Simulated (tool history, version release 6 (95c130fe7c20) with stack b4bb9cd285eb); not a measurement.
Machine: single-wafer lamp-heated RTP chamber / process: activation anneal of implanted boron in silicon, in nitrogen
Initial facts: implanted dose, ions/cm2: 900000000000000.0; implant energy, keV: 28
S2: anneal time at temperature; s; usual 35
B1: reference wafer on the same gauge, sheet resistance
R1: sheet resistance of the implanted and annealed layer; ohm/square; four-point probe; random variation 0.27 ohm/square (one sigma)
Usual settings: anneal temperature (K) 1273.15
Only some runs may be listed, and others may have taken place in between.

Run 1, hour 0: usual settings; B1 111.04. Result: R1 126 ohm/square.
Run 2, hour 40.3: usual settings; B1 111.05. Result: R1 125.46 ohm/square.
Run 3, hour 82.4: usual settings but anneal temperature (K) 1259.15; B1 111.12. Result: R1 128.62 ohm/square.
Run 4, hour 122.8: usual settings but anneal temperature (K) 1259.15; B1 110.95. Result: R1 128.12 ohm/square.
Run 5, hour 150.8: usual settings but anneal temperature (K) 1259.15, S2 42 s; B1 111.03. Result: R1 127.87 ohm/square.
Run 6, hour 204.2: usual settings but anneal temperature (K) 1259.15, S2 42 s; B1 110.93. Result: R1 127.56 ohm/square.
Run 7, hour 229.1: usual settings but anneal temperature (K) 1259.15, S2 42 s; B1 110.95. Result: R1 126.92 ohm/square.
Run 8, hour 288.9: usual settings; B1 111.01. Result: R1 125.37 ohm/square.
At hour 305.3: pyrometer window cleaned and pyrometer calibrated.
Run 9, hour 344.4: usual settings; B1 110.92. Result: R1 126.73 ohm/square.
Run 10, hour 415.1: usual settings; B1 111.03. Result: R1 126.47 ohm/square.
Run 11, hour 439.3: usual settings; B1 111.06. Result: R1 126.34 ohm/square.
At hour 488.6: reflector plate cleaned.
Run 12, hour 492.3: usual settings; B1 111.02. Result: R1 125.84 ohm/square.
Run 13, hour 558.8: usual settings but anneal temperature (K) 1252.15, S2 27 s; B1 111.02. Result: R1 133.48 ohm/square.
Run 14, hour 610.5: usual settings but anneal temperature (K) 1244.15; B1 110.96. Result: R1 135.38 ohm/square.
Run 15, hour 666.7: usual settings; B1 111.08. Result: R1 125.85 ohm/square.
Run 16, hour 735.3: usual settings but S2 19 s; B1 110.99. Result: R1 126.03 ohm/square.
Run 17, hour 792.4: usual settings but anneal temperature (K) 1302.15, S2 49 s; B1 110.98. Result: R1 121.96 ohm/square.
Run 18, hour 845.6: usual settings but S2 44 s; B1 110.97. Result: R1 124.71 ohm/square.
At hour 935.2: gauge calibrated.
At hour 948.2: pyrometer window cleaned and pyrometer calibrated.
Run 19, hour 1055.5: usual settings but anneal temperature (K) 1260.15, S2 40 s; B1 111. Result: R1 128.99 ohm/square.
Run 20, hour 1112.5: usual settings but anneal temperature (K) 1298.15, S2 44 s; B1 110.96. Result: R1 123.24 ohm/square.

The next listed run, before its measurement:
Run 21, hour 1174.6: usual settings; B1 ?. Result: R1 ?.

Run 21 gave B1 111.02, R1 125.75 ohm/square.
On a tool with no hidden condition, and with the same random variation, this run would have come out at R1 126.82 ohm/square.

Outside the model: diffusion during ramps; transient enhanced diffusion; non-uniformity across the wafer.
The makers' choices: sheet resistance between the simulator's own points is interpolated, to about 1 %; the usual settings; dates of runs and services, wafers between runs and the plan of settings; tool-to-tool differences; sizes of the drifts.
